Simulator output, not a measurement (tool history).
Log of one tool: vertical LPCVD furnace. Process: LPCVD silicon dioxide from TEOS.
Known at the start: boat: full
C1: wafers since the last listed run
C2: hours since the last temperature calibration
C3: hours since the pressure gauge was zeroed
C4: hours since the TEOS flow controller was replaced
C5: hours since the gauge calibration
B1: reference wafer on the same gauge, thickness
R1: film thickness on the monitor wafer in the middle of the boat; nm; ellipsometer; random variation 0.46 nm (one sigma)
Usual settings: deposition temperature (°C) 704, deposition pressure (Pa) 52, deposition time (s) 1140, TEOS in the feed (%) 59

run 1 day=0 | deposition_temperature_(°C)=704 deposition_pressure_(Pa)=52 deposition_time_(s)=1140 TEOS_in_the_feed_(%)=59 | C1=0 C2=156.9 C3=2862.3 C4=379.8 C5=1475.7 | B1=139.9 | R1=139.42
run 2 day=11.112 | deposition_temperature_(°C)=704 deposition_pressure_(Pa)=52 deposition_time_(s)=1140 TEOS_in_the_feed_(%)=59 | C1=6127 C2=423.6 C3=3129 C4=646.5 C5=1742.4 | B1=140.07 | R1=141.53
run 3 day=13.312 | deposition_temperature_(°C)=704 deposition_pressure_(Pa)=52 deposition_time_(s)=1140 TEOS_in_the_feed_(%)=59 | C1=1213 C2=476.4 C3=3181.8 C4=699.3 C5=1795.2 | B1=139.85 | R1=140.99
run 4 day=15.554 | deposition_temperature_(°C)=704 deposition_pressure_(Pa)=52 deposition_time_(s)=1140 TEOS_in_the_feed_(%)=59 | C1=1236 C2=530.2 C3=3235.6 C4=753.1 C5=1849 | B1=140.08 | R1=141.15
run 5 day=18.842 | deposition_temperature_(°C)=704 deposition_pressure_(Pa)=52 deposition_time_(s)=1140 TEOS_in_the_feed_(%)=59 | C1=1812 C2=609.1 C3=3314.5 C4=832 C5=1927.9 | B1=139.95 | R1=140.37
run 6 day=20.821 | deposition_temperature_(°C)=704 deposition_pressure_(Pa)=42 deposition_time_(s)=1140 TEOS_in_the_feed_(%)=59 | C1=1091 C2=656.6 C3=3362 C4=879.5 C5=1975.4 | B1=140.07 | R1=127.79
run 7 day=23.175 | deposition_temperature_(°C)=704 deposition_pressure_(Pa)=42 deposition_time_(s)=1140 TEOS_in_the_feed_(%)=59 | C1=1298 C2=713.1 C3=3418.5 C4=936 C5=2031.9 | B1=139.79 | R1=127.45
run 8 day=24.929 | deposition_temperature_(°C)=704 deposition_pressure_(Pa)=52 deposition_time_(s)=1140 TEOS_in_the_feed_(%)=67 | C1=967 C2=755.2 C3=3460.6 C4=978.1 C5=2074 | B1=140.09 | R1=150.87
-- day=26.067 pressure gauge zeroed
run 9 day=34.379 | deposition_temperature_(°C)=704 deposition_pressure_(Pa)=52 deposition_time_(s)=1140 TEOS_in_the_feed_(%)=59 | C1=4659 C2=982 C3=199.5 C4=1204.9 C5=2300.8 | B1=140.01 | R1=138.95
run 10 day=36.021 | deposition_temperature_(°C)=694 deposition_pressure_(Pa)=46.7 deposition_time_(s)=1440 TEOS_in_the_feed_(%)=53 | C1=905 C2=1021.4 C3=238.9 C4=1244.3 C5=2340.2 | B1=140.08 | R1=124.61
run 11 day=38.442 | deposition_temperature_(°C)=704 deposition_pressure_(Pa)=52 deposition_time_(s)=1140 TEOS_in_the_feed_(%)=59 | C1=1334 C2=1079.5 C3=297 C4=1302.4 C5=2398.3 | B1=140.11 | R1=139.26
run 12 day=42.021 | deposition_temperature_(°C)=704 deposition_pressure_(Pa)=56.7 deposition_time_(s)=1140 TEOS_in_the_feed_(%)=59 | C1=1973 C2=1165.4 C3=382.9 C4=1388.3 C5=2484.2 | B1=140.14 | R1=145.87
run 13 day=45.508 | deposition_temperature_(°C)=710 deposition_pressure_(Pa)=46.7 deposition_time_(s)=1410 TEOS_in_the_feed_(%)=64 | C1=1922 C2=1249.1 C3=466.6 C4=1472 C5=2567.9 | B1=139.98 | R1=195.46
run 14 day=48.079 | deposition_temperature_(°C)=704 deposition_pressure_(Pa)=64.7 deposition_time_(s)=1140 TEOS_in_the_feed_(%)=53 | C1=1417 C2=1310.8 C3=528.3 C4=1533.7 C5=2629.6 | B1=139.94 | R1=147.25
run 15 day=52.021 | deposition_temperature_(°C)=710 deposition_pressure_(Pa)=46.7 deposition_time_(s)=1410 TEOS_in_the_feed_(%)=64 | C1=2173 C2=1405.4 C3=622.9 C4=1628.3 C5=2724.2 | B1=139.91 | R1=196.37
-- day=53.779 gauge calibrated
run 16 day=54.204 | deposition_temperature_(°C)=704 deposition_pressure_(Pa)=52 deposition_time_(s)=1140 TEOS_in_the_feed_(%)=50 | C1=1203 C2=1457.8 C3=675.3 C4=1680.7 C5=10.2 | B1=140.06 | R1=128.95
run 17 day=56.317 | deposition_temperature_(°C)=694 deposition_pressure_(Pa)=40.7 deposition_time_(s)=870 TEOS_in_the_feed_(%)=69 | C1=1164 C2=1508.5 C3=726 C4=1731.4 C5=60.9 | B1=140.02 | R1=81.19
run 18 day=59.154 | deposition_temperature_(°C)=704 deposition_pressure_(Pa)=52 deposition_time_(s)=1140 TEOS_in_the_feed_(%)=59 | C1=1564 C2=1576.6 C3=794.1 C4=1799.5 C5=129 | B1=139.84 | R1=140.96
run 19 day=62.896 | deposition_temperature_(°C)=704 deposition_pressure_(Pa)=52 deposition_time_(s)=1140 TEOS_in_the_feed_(%)=59 | C1=2063 C2=1666.4 C3=883.9 C4=1889.3 C5=218.8 | B1=139.87 | R1=140.68
run 20 day=64.996 | deposition_temperature_(°C)=712 deposition_pressure_(Pa)=57.3 deposition_time_(s)=900 TEOS_in_the_feed_(%)=65 | C1=1157 C2=1716.8 C3=934.3 C4=1939.7 C5=269.2 | B1=140.01 | R1=147.05
run 21 day=67.654 | deposition_temperature_(°C)=707 deposition_pressure_(Pa)=42.7 deposition_time_(s)=1140 TEOS_in_the_feed_(%)=59 | C1=1465 C2=1780.6 C3=998.1 C4=2003.5 C5=333 | B1=140.09 | R1=136.54
-- day=70.896 TEOS flow controller replaced
-- day=72.621 thermocouples replaced and temperature profile calibrated
run 22 day=72.642 | deposition_temperature_(°C)=712 deposition_pressure_(Pa)=52 deposition_time_(s)=1140 TEOS_in_the_feed_(%)=70 | C1=1647 C2=0.5 C3=1117.8 C4=41.9 C5=452.7 | B1=140.02 | R1=182.97
run 23 day=83.262 | deposition_temperature_(°C)=704 deposition_pressure_(Pa)=52 deposition_time_(s)=1140 TEOS_in_the_feed_(%)=59 | C1=5856 C2=255.4 C3=1372.7 C4=296.8 C5=707.6 | B1=140.03 | R1=140.57
run 24 day=86.021 | deposition_temperature_(°C)=704 deposition_pressure_(Pa)=52 deposition_time_(s)=1140 TEOS_in_the_feed_(%)=59 | C1=1520 C2=321.6 C3=1438.9 C4=363 C5=773.8 | B1=140.08 | R1=139.25
run 25 day=90.229 | deposition_temperature_(°C)=695 deposition_pressure_(Pa)=46 deposition_time_(s)=1020 TEOS_in_the_feed_(%)=64 | C1=2320 C2=422.6 C3=1539.9 C4=464 C5=874.8 | B1=140.14 | R1=99.88
run 26 day=91.912 | deposition_temperature_(°C)=704 deposition_pressure_(Pa)=52 deposition_time_(s)=1410 TEOS_in_the_feed_(%)=56 | C1=928 C2=463 C3=1580.3 C4=504.4 C5=915.2 | B1=139.95 | R1=169.06
run 27 day=93.467 | deposition_temperature_(°C)=704 deposition_pressure_(Pa)=57.3 deposition_time_(s)=1380 TEOS_in_the_feed_(%)=59 | C1=856 C2=500.3 C3=1617.6 C4=541.7 C5=952.5 | B1=139.85 | R1=177.83
run 28 day=95.221 | deposition_temperature_(°C)=700 deposition_pressure_(Pa)=52 deposition_time_(s)=810 TEOS_in_the_feed_(%)=59 | C1=967 C2=542.4 C3=1659.7 C4=583.8 C5=994.6 | B1=140.13 | R1=90.71
run 29 day=99.104 | deposition_temperature_(°C)=704 deposition_pressure_(Pa)=52 deposition_time_(s)=1140 TEOS_in_the_feed_(%)=51 | C1=2141 C2=635.6 C3=1752.9 C4=677 C5=1087.8 | B1=140 | R1=130.41
run 30 day=103.367 | deposition_temperature_(°C)=708 deposition_pressure_(Pa)=47.3 deposition_time_(s)=1470 TEOS_in_the_feed_(%)=65 | C1=2350 C2=737.9 C3=1855.2 C4=779.3 C5=1190.1 | B1=139.76 | R1=200.9
run 31 day=105.525 | deposition_temperature_(°C)=714 deposition_pressure_(Pa)=52 deposition_time_(s)=750 TEOS_in_the_feed_(%)=59 | C1=1190 C2=789.7 C3=1907 C4=831.1 C5=1241.9 | B1=140.11 | R1=116.43

4 ways to go on from here, each from the tool as it stands after run 31. What would each give?
run A day=105.679 | deposition_temperature_(°C)=704 deposition_pressure_(Pa)=52 deposition_time_(s)=1140 TEOS_in_the_feed_(%)=59 | C1=85 C2=793.4 C3=1910.7 C4=834.8 C5=1245.6 | B1=? | R1=?
run B day=105.679 | deposition_temperature_(°C)=698 deposition_pressure_(Pa)=55.3 deposition_time_(s)=1140 TEOS_in_the_feed_(%)=48 | C1=85 C2=793.4 C3=1910.7 C4=834.8 C5=1245.6 | B1=? | R1=?
run C day=105.679 | deposition_temperature_(°C)=711 deposition_pressure_(Pa)=52 deposition_time_(s)=780 TEOS_in_the_feed_(%)=59 | C1=85 C2=793.4 C3=1910.7 C4=834.8 C5=1245.6 | B1=? | R1=?
run D day=105.679 | deposition_temperature_(°C)=696 deposition_pressure_(Pa)=62 deposition_time_(s)=840 TEOS_in_the_feed_(%)=68 | C1=85 C2=793.4 C3=1910.7 C4=834.8 C5=1245.6 | B1=? | R1=?

run=A B1=139.98 R1=140.18
run=B B1=139.98 R1=113.38
run=C B1=139.98 R1=112.57
run=D B1=139.98 R1=100.28
Without the tool's hidden state the same runs would have given:
run=A R1=136.67
run=B R1=110.63
run=C R1=109.77
run=D R1=98.01
